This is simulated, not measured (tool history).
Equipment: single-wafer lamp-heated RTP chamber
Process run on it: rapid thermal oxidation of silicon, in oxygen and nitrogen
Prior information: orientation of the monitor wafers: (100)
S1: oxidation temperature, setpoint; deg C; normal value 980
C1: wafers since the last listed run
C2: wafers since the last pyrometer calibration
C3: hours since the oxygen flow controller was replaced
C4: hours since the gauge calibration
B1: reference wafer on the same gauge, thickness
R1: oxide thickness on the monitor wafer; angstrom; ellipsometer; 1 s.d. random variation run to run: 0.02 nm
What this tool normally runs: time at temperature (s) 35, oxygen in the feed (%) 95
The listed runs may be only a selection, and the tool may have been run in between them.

{"run": 1, "hour": 0.0, "S1": 980, "time at temperature (s)": 35, "oxygen in the feed (%)": 95, "C1": 0, "C2": 3270, "C3": 5125.5, "C4": 310.0, "B1": 3.899, "R1": 42.38}
{"run": 2, "hour": 9.6, "S1": 980, "time at temperature (s)": 35, "oxygen in the feed (%)": 95, "C1": 78, "C2": 3349, "C3": 5135.1, "C4": 319.6, "B1": 3.892, "R1": 42.31}
{"run": 3, "hour": 18.5, "S1": 980, "time at temperature (s)": 35, "oxygen in the feed (%)": 95, "C1": 72, "C2": 3422, "C3": 5144.0, "C4": 328.5, "B1": 3.888, "R1": 42.06}
{"run": 4, "hour": 25.5, "S1": 980, "time at temperature (s)": 40, "oxygen in the feed (%)": 95, "C1": 57, "C2": 3479, "C3": 5151.0, "C4": 335.5, "B1": 3.891, "R1": 44.66}
{"run": 5, "hour": 39.2, "S1": 980, "time at temperature (s)": 40, "oxygen in the feed (%)": 95, "C1": 112, "C2": 3591, "C3": 5164.7, "C4": 349.2, "B1": 3.89, "R1": 44.56}
{"run": 6, "hour": 81.5, "S1": 980, "time at temperature (s)": 35, "oxygen in the feed (%)": 95, "C1": 345, "C2": 3937, "C3": 5207.0, "C4": 391.5, "B1": 3.893, "R1": 42.4}
{"run": 7, "hour": 97.1, "S1": 980, "time at temperature (s)": 35, "oxygen in the feed (%)": 95, "C1": 127, "C2": 4064, "C3": 5222.6, "C4": 407.1, "B1": 3.894, "R1": 41.96}
{"run": 8, "hour": 113.4, "S1": 980, "time at temperature (s)": 35, "oxygen in the feed (%)": 95, "C1": 133, "C2": 4198, "C3": 5238.9, "C4": 423.4, "B1": 3.893, "R1": 42.69}
{"run": 9, "hour": 130.4, "S1": 980, "time at temperature (s)": 35, "oxygen in the feed (%)": 98, "C1": 138, "C2": 4337, "C3": 5255.9, "C4": 440.4, "B1": 3.887, "R1": 42.68}
{"run": 10, "hour": 138.1, "S1": 980, "time at temperature (s)": 30, "oxygen in the feed (%)": 95, "C1": 62, "C2": 4399, "C3": 5263.6, "C4": 448.1, "B1": 3.884, "R1": 39.97}
{"run": 11, "hour": 154.3, "S1": 980, "time at temperature (s)": 30, "oxygen in the feed (%)": 95, "C1": 132, "C2": 4532, "C3": 5279.8, "C4": 464.3, "B1": 3.892, "R1": 40.08}
{"run": 12, "hour": 171.3, "S1": 980, "time at temperature (s)": 35, "oxygen in the feed (%)": 95, "C1": 138, "C2": 4671, "C3": 5296.8, "C4": 481.3, "B1": 3.891, "R1": 42.66}
{"run": 13, "hour": 187.1, "S1": 980, "time at temperature (s)": 35, "oxygen in the feed (%)": 95, "C1": 129, "C2": 4800, "C3": 5312.6, "C4": 497.1, "B1": 3.885, "R1": 42.81}
{"run": 14, "hour": 200.2, "S1": 980, "time at temperature (s)": 35, "oxygen in the feed (%)": 95, "C1": 107, "C2": 4907, "C3": 5325.7, "C4": 510.2, "B1": 3.89, "R1": 42.94}
{"run": 15, "hour": 208.7, "S1": 980, "time at temperature (s)": 35, "oxygen in the feed (%)": 95, "C1": 69, "C2": 4977, "C3": 5334.2, "C4": 518.7, "B1": 3.892, "R1": 42.92}
{"run": 16, "hour": 219.7, "S1": 980, "time at temperature (s)": 35, "oxygen in the feed (%)": 95, "C1": 89, "C2": 5067, "C3": 5345.2, "C4": 529.7, "B1": 3.889, "R1": 42.71}
{"run": 17, "hour": 234.1, "S1": 980, "time at temperature (s)": 35, "oxygen in the feed (%)": 95, "C1": 117, "C2": 5184, "C3": 5359.6, "C4": 544.1, "B1": 3.9, "R1": 43.3}
{"run": 18, "hour": 251.7, "S1": 980, "time at temperature (s)": 35, "oxygen in the feed (%)": 95, "C1": 143, "C2": 5328, "C3": 5377.2, "C4": 561.7, "B1": 3.886, "R1": 43.02}
{"hour": 272.2, "done": "pyrometer window cleaned and pyrometer calibrated"}
{"run": 19, "hour": 272.5, "S1": 980, "time at temperature (s)": 40, "oxygen in the feed (%)": 95, "C1": 104, "C2": 2, "C3": 5398.0, "C4": 582.5, "B1": 3.901, "R1": 44.47}
{"hour": 273.0, "done": "gauge calibrated"}
{"run": 20, "hour": 289.1, "S1": 960, "time at temperature (s)": 51, "oxygen in the feed (%)": 78, "C1": 135, "C2": 138, "C3": 5414.6, "C4": 16.1, "B1": 3.894, "R1": 39.81}
{"run": 21, "hour": 300.3, "S1": 980, "time at temperature (s)": 35, "oxygen in the feed (%)": 95, "C1": 91, "C2": 229, "C3": 5425.8, "C4": 27.3, "B1": 3.887, "R1": 41.77}
{"run": 22, "hour": 315.2, "S1": 980, "time at temperature (s)": 35, "oxygen in the feed (%)": 95, "C1": 121, "C2": 351, "C3": 5440.7, "C4": 42.2, "B1": 3.893, "R1": 41.63}
{"run": 23, "hour": 325.7, "S1": 980, "time at temperature (s)": 40, "oxygen in the feed (%)": 95, "C1": 85, "C2": 437, "C3": 5451.2, "C4": 52.7, "B1": 3.89, "R1": 44.31}
{"hour": 339.7, "done": "oxygen flow controller replaced"}
{"run": 24, "hour": 340.2, "S1": 980, "time at temperature (s)": 35, "oxygen in the feed (%)": 95, "C1": 53, "C2": 490, "C3": 0.5, "C4": 67.2, "B1": 3.889, "R1": 41.7}
{"run": 25, "hour": 346.2, "S1": 980, "time at temperature (s)": 43, "oxygen in the feed (%)": 98, "C1": 49, "C2": 539, "C3": 6.5, "C4": 73.2, "B1": 3.888, "R1": 46.15}
{"run": 26, "hour": 356.2, "S1": 1010, "time at temperature (s)": 52, "oxygen in the feed (%)": 69, "C1": 81, "C2": 621, "C3": 16.5, "C4": 83.2, "B1": 3.896, "R1": 54.71}
{"run": 27, "hour": 373.1, "S1": 980, "time at temperature (s)": 35, "oxygen in the feed (%)": 95, "C1": 138, "C2": 759, "C3": 33.4, "C4": 100.1, "B1": 3.889, "R1": 41.55}
{"run": 28, "hour": 389.1, "S1": 991, "time at temperature (s)": 24, "oxygen in the feed (%)": 98, "C1": 130, "C2": 890, "C3": 49.4, "C4": 116.1, "B1": 3.895, "R1": 39.6}
{"run": 29, "hour": 398.5, "S1": 957, "time at temperature (s)": 29, "oxygen in the feed (%)": 82, "C1": 76, "C2": 967, "C3": 58.8, "C4": 125.5, "B1": 3.889, "R1": 32.11}
{"run": 30, "hour": 408.3, "S1": 1008, "time at temperature (s)": 35, "oxygen in the feed (%)": 95, "C1": 80, "C2": 1047, "C3": 68.6, "C4": 135.3, "B1": 3.881, "R1": 51.06}
{"run": 31, "hour": 422.2, "S1": 1005, "time at temperature (s)": 51, "oxygen in the feed (%)": 95, "C1": 113, "C2": 1161, "C3": 82.5, "C4": 149.2, "B1": 3.891, "R1": 58.42}
{"run": 32, "hour": 473.2, "S1": 1006, "time at temperature (s)": 35, "oxygen in the feed (%)": 67, "C1": 416, "C2": 1577, "C3": 133.5, "C4": 200.2, "B1": 3.897, "R1": 44.74}
{"run": 33, "hour": 480.6, "S1": 980, "time at temperature (s)": 35, "oxygen in the feed (%)": 95, "C1": 60, "C2": 1638, "C3": 140.9, "C4": 207.6, "B1": 3.893, "R1": 41.79}
{"run": 34, "hour": 498.1, "S1": 966, "time at temperature (s)": 35, "oxygen in the feed (%)": 95, "C1": 143, "C2": 1781, "C3": 158.4, "C4": 225.1, "B1": 3.884, "R1": 38.28}
{"run": 35, "hour": 513.3, "S1": 980, "time at temperature (s)": 29, "oxygen in the feed (%)": 95, "C1": 124, "C2": 1905, "C3": 173.6, "C4": 240.3, "B1": 3.888, "R1": 38.68}
{"run": 36, "hour": 521.0, "S1": 980, "time at temperature (s)": 35, "oxygen in the feed (%)": 95, "C1": 62, "C2": 1968, "C3": 181.3, "C4": 248.0, "B1": 3.885, "R1": 42.03}
{"run": 37, "hour": 529.8, "S1": 954, "time at temperature (s)": 35, "oxygen in the feed (%)": 98, "C1": 71, "C2": 2040, "C3": 190.1, "C4": 256.8, "B1": 3.883, "R1": 35.75}
{"run": 38, "hour": 546.2, "S1": 1001, "time at temperature (s)": 46, "oxygen in the feed (%)": 76, "C1": 134, "C2": 2174, "C3": 206.5, "C4": 273.2, "B1": 3.882, "R1": 50.71}

Entry by entry between the runs, the difference in hidden state between the last listed run before and the first listed run after:
Run 18 -> run 19: pyrometer window cleaned and pyrometer calibrated (hour 272.2)
  true wafer temperature minus pyrometer reading, K: 4.36 -> 0.0832
  what was measured, less what the result would be without the hidden state, R1: +1.27 -> +0.02 angstrom
Run 19 -> run 20: gauge calibrated (hour 273.0)
  true wafer temperature minus pyrometer reading, K: 0.0832 -> 0.0861
  what was measured, less what the result would be without the hidden state, R1: +0.02 -> +0.02 angstrom
Run 23 -> run 24: oxygen flow controller replaced (hour 339.7)
  true wafer temperature minus pyrometer reading, K: 0.112 -> 0.13
  what was measured, less what the result would be without the hidden state, R1: +0.04 -> +0.03 angstrom
